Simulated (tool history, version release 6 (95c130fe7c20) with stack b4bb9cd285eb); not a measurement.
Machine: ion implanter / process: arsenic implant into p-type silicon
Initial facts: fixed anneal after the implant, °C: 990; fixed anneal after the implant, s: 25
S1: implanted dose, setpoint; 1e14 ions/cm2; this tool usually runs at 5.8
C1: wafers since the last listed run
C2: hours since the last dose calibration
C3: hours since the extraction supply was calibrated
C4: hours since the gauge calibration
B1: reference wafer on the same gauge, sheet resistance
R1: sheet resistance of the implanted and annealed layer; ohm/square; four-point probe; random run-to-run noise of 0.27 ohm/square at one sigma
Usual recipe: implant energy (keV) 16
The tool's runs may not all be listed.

Run 1, hour 0: usual settings; C1 0; C2 1645.6; C3 5569.2; C4 190.4; B1 172. Result: R1 184.46 ohm/square.
Run 2, hour 10.2: usual settings; C1 182; C2 1655.8; C3 5579.4; C4 200.6; B1 172.04. Result: R1 184.09 ohm/square.
Run 3, hour 19.8: usual settings; C1 171; C2 1665.4; C3 5589; C4 210.2; B1 172.03. Result: R1 184.54 ohm/square.
Run 4, hour 31.1: usual settings; C1 202; C2 1676.7; C3 5600.3; C4 221.5; B1 171.96. Result: R1 184.63 ohm/square.
Run 5, hour 48.2: usual settings; C1 305; C2 1693.8; C3 5617.4; C4 238.6; B1 172.03. Result: R1 184.85 ohm/square.
Run 6, hour 54.8: usual settings; C1 118; C2 1700.4; C3 5624; C4 245.2; B1 172.06. Result: R1 184.31 ohm/square.
Run 7, hour 61.5: usual settings; C1 119; C2 1707.1; C3 5630.7; C4 251.9; B1 171.96. Result: R1 184.87 ohm/square.
Run 8, hour 72.1: usual settings; C1 189; C2 1717.7; C3 5641.3; C4 262.5; B1 172.04. Result: R1 184.39 ohm/square.
Run 9, hour 109.2: usual settings but implant energy (keV) 13; C1 663; C2 1754.8; C3 5678.4; C4 299.6; B1 172.09. Result: R1 189.31 ohm/square.
Run 10, hour 123.1: usual settings; C1 248; C2 1768.7; C3 5692.3; C4 313.5; B1 171.98. Result: R1 184.91 ohm/square.
Run 11, hour 130.8: usual settings; C1 137; C2 1776.4; C3 5700; C4 321.2; B1 172.05. Result: R1 184.53 ohm/square.
Run 12, hour 141.8: usual settings; C1 196; C2 1787.4; C3 5711; C4 332.2; B1 172.09. Result: R1 184.95 ohm/square.
Run 13, hour 152.4: usual settings; C1 189; C2 1798; C3 5721.6; C4 342.8; B1 172.01. Result: R1 185.09 ohm/square.
Run 14, hour 163.7: usual settings; C1 202; C2 1809.3; C3 5732.9; C4 354.1; B1 171.96. Result: R1 184.86 ohm/square.
At hour 176.1: Faraday cup replaced and dose calibrated.
Run 15, hour 176.5: usual settings; C1 85; C2 0.4; C3 5745.7; C4 366.9; B1 171.98. Result: R1 179.05 ohm/square.
At hour 189.5: gauge calibrated.
Run 16, hour 190.7: usual settings; C1 253; C2 14.6; C3 5759.9; C4 1.2; B1 171.96. Result: R1 179.79 ohm/square.
Run 17, hour 202.6: usual settings but S1 6.73 1e14 ions/cm2; C1 212; C2 26.5; C3 5771.8; C4 13.1; B1 171.98. Result: R1 163.23 ohm/square.
Run 18, hour 215.6: usual settings; C1 232; C2 39.5; C3 5784.8; C4 26.1; B1 172. Result: R1 179.17 ohm/square.
Run 19, hour 231.9: usual settings but S1 4.28 1e14 ions/cm2; C1 291; C2 55.8; C3 5801.1; C4 42.4; B1 172.02. Result: R1 221.26 ohm/square.
Run 20, hour 248.2: usual settings but S1 7.38 1e14 ions/cm2, implant energy (keV) 11.5; C1 291; C2 72.1; C3 5817.4; C4 58.7; B1 172.07. Result: R1 162.56 ohm/square.
Run 21, hour 259: usual settings but S1 6.88 1e14 ions/cm2, implant energy (keV) 19.5; C1 193; C2 82.9; C3 5828.2; C4 69.5; B1 172.02. Result: R1 155.59 ohm/square.
Run 22, hour 276.4: usual settings but S1 7.01 1e14 ions/cm2; C1 311; C2 100.3; C3 5845.6; C4 86.9; B1 171.94. Result: R1 159.2 ohm/square.
At hour 289.2: extraction supply calibrated.
Run 23, hour 289.7: usual settings but S1 6.69 1e14 ions/cm2, implant energy (keV) 11.5; C1 94; C2 113.6; C3 0.5; C4 100.2; B1 172.05. Result: R1 171.45 ohm/square.
Run 24, hour 301.3: usual settings but S1 6.87 1e14 ions/cm2, implant energy (keV) 11.5; C1 207; C2 125.2; C3 12.1; C4 111.8; B1 172.05. Result: R1 168.56 ohm/square.
Run 25, hour 316.7: usual settings but S1 6.39 1e14 ions/cm2, implant energy (keV) 11.5; C1 275; C2 140.6; C3 27.5; C4 127.2; B1 172.03. Result: R1 176.05 ohm/square.
Run 26, hour 326: usual settings; C1 166; C2 149.9; C3 36.8; C4 136.5; B1 171.94. Result: R1 179.99 ohm/square.
Run 27, hour 333.6: usual settings but S1 6.52 1e14 ions/cm2, implant energy (keV) 18.5; C1 135; C2 157.5; C3 44.4; C4 144.1; B1 172.03. Result: R1 162.53 ohm/square.
Run 28, hour 343.2: usual settings but S1 6.63 1e14 ions/cm2, implant energy (keV) 19.5; C1 171; C2 167.1; C3 54; C4 153.7; B1 172.01. Result: R1 159.48 ohm/square.
Run 29, hour 353: usual settings but S1 7.33 1e14 ions/cm2, implant energy (keV) 11.5; C1 175; C2 176.9; C3 63.8; C4 163.5; B1 172.06. Result: R1 163.36 ohm/square.
Run 30, hour 366.8: usual settings; C1 246; C2 190.7; C3 77.6; C4 177.3; B1 172.06. Result: R1 179.38 ohm/square.
Run 31, hour 383.5: usual settings but S1 6.77 1e14 ions/cm2; C1 298; C2 207.4; C3 94.3; C4 194; B1 172.12. Result: R1 162.59 ohm/square.
Run 32, hour 390.5: usual settings but S1 5.3 1e14 ions/cm2, implant energy (keV) 12.5; C1 125; C2 214.4; C3 101.3; C4 201; B1 171.99. Result: R1 196.78 ohm/square.
Run 33, hour 399.8: usual settings but S1 4.94 1e14 ions/cm2; C1 166; C2 223.7; C3 110.6; C4 210.3; B1 171.99. Result: R1 200.25 ohm/square.
Run 34, hour 416.5: usual settings; C1 298; C2 240.4; C3 127.3; C4 227; B1 171.98. Result: R1 179.97 ohm/square.
Run 35, hour 430.4: usual settings but S1 7.04 1e14 ions/cm2; C1 248; C2 254.3; C3 141.2; C4 240.9; B1 172.01. Result: R1 159.31 ohm/square.

Selected run-to-run steps in R1, each split into two signed amounts: the part the tool would show with no hidden state at all (from settings, incoming material and random variation), and the remainder, which goes to the hidden state together with any gauge scatter not common to the measured and the hidden-state-free results:
The hidden state here: deviation of the true dose from the Faraday cup's reading, %; deviation of the true energy from its setpoint, %; gauge reads high (%).
Run 14 -> 15: Faraday cup replaced and dose calibrated. R1 -5.81 ohm/square: hidden state -5.73, all else -0.08.
Run 18 -> 19: S1 5.8 -> 4.28. R1 +42.09 ohm/square: hidden state +0.23, all else +41.86.
Run 19 -> 20: S1 4.28 -> 7.38, implant energy (keV) 16 -> 11.5. R1 -58.7 ohm/square: hidden state -0.28, all else -58.42.
Run 29 -> 30: S1 7.33 -> 5.8, implant energy (keV) 11.5 -> 16. R1 +16.02 ohm/square: hidden state +0.26, all else +15.76.
Run 31 -> 32: S1 6.77 -> 5.3, implant energy (keV) 16 -> 12.5. R1 +34.19 ohm/square: hidden state +0.26, all else +33.93.

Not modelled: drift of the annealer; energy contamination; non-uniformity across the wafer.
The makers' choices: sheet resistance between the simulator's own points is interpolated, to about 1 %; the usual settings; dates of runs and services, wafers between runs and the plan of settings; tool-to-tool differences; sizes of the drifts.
